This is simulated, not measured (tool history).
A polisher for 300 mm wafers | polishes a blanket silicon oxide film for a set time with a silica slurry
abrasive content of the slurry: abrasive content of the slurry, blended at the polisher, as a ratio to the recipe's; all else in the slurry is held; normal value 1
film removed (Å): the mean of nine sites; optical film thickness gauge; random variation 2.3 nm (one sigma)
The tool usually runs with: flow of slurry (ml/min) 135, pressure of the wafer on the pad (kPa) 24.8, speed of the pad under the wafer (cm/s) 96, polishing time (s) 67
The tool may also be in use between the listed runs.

run	day	flow of slurry (ml/min)	pressure of the wafer on the pad (kPa)	speed of the pad under the wafer (cm/s)	abrasive content of the slurry	polishing time (s)	wafers since the last listed run	wafers polished on this pad	hours since the slurry nozzle was cleaned	hours since the head pressure was calibrated	hours since the slurry blender was calibrated	hours since the conditioning disc was replaced	incoming thickness of the incoming film, nm	film removed (Å)
1	0	170	24.8	96	1	67	0	57	185.3	1100.2	158.5	337.5	1409.5	1705
2	0.642	170	24.8	96	1	67	153	210	200.7	1115.6	173.9	352.9	1416.1	1702
3	2.138	135	24.8	114	1	67	356	567	236.6	1151.5	209.8	388.8	1408.9	1858
# day 3.225: conditioning disc replaced and pad reconditioned
4	3.246	135	24.8	96	1	85	244	811	263.2	1178.1	236.4	0.5	1390.2	2122
# day 3.562: slurry nozzle cleaned
5	4.425	135	24.8	80	1	67	271	1083	20.7	1206.4	264.7	28.8	1403.4	1384
6	4.95	135	24.8	80	1	67	125	1208	33.3	1219	277.3	41.4	1406.6	1414
7	6.079	135	24.8	96	1	67	269	1477	60.4	1246.1	304.4	68.5	1381.6	1632
8	7.246	135	24.8	96	1	67	278	1756	88.4	1274.1	332.4	96.5	1389.3	1627
# day 7.729: slurry blender recalibrated
# day 8.258: worn pad replaced by a new one
9	8.279	135	24.8	72	1	67	186	4	113.2	1298.9	13.2	121.3	1395	1281
10	9.333	135	30.3	96	0.75	67	251	256	138.5	1324.2	38.5	146.6	1409.5	1815
# day 10.004: head pressure recalibrated
11	10.025	135	29.6	96	1.1	67	145	401	155.1	0.5	55.1	163.2	1407.2	2198
12	10.846	135	24.8	96	1	67	195	597	174.8	20.2	74.8	182.9	1405.9	1828
13	11.975	135	29.6	96	1	67	269	866	201.9	47.3	101.9	210	1407.5	2054
14	12.708	135	24.8	64	1	67	174	1041	219.5	64.9	119.5	227.6	1394	1288
# day 13.571: slurry nozzle cleaned
15	14.121	135	24.8	96	1	67	327	1368	13.2	98.8	153.4	261.5	1382.3	1759
16	15.592	135	24.8	96	0.85	55	350	1719	48.5	134.1	188.7	296.8	1376.8	1350
# day 16.554: worn pad replaced by a new one
17	16.938	155	24.8	96	1	67	281	91	80.8	166.4	221	329.1	1390.4	1790
# day 18.092: conditioning disc replaced and pad reconditioned
18	18.304	120	24.8	96	1	67	306	397	113.6	199.2	253.8	5.1	1420.4	1673
19	19.754	165	28.3	82	1	67	345	743	148.4	234	288.6	39.9	1391.5	1745
20	20.258	135	24.8	96	1	67	120	864	160.5	246.1	300.7	52	1383.5	1712
21	21.133	135	24.8	96	1	67	208	1072	181.5	267.1	321.7	73	1403.7	1703
22	21.733	135	24.8	96	1	67	143	1215	195.9	281.5	336.1	87.4	1398.8	1635
23	22.917	115	24.8	96	1	67	282	1498	224.3	309.9	364.5	115.8	1378.2	1614
# day 23.358: worn pad replaced by a new one
# day 24.038: slurry nozzle cleaned
24	24.258	135	24.8	114	1	54	270	204	5.3	342.1	396.7	148	1400	1591
# day 25.108: slurry blender recalibrated
25	25.379	135	24.8	96	1	67	247	451	32.2	369	6.5	174.9	1397.3	1678
26	26.45	155	31	96	1.3	46	255	707	57.9	394.7	32.2	200.6	1395.6	1540

3 options for the next run, each taken on its own from the tool as it stands now. Forecast them:
A	26.467	135	24.8	96	0.7	67	3	711	58.3	395.1	32.6	201	1418	?
B	26.467	165	24.8	96	1	67	3	711	58.3	395.1	32.6	201	1418	?
C	26.467	135	19.3	74	1.3	67	3	711	58.3	395.1	32.6	201	1418	?

run	film removed (Å)
A	1511
B	1741
C	1171
The same runs, with their run-to-run variation unchanged, on a tool lacking any hidden condition would have given:
run	film removed (Å)
A	1661
B	1913
C	1287
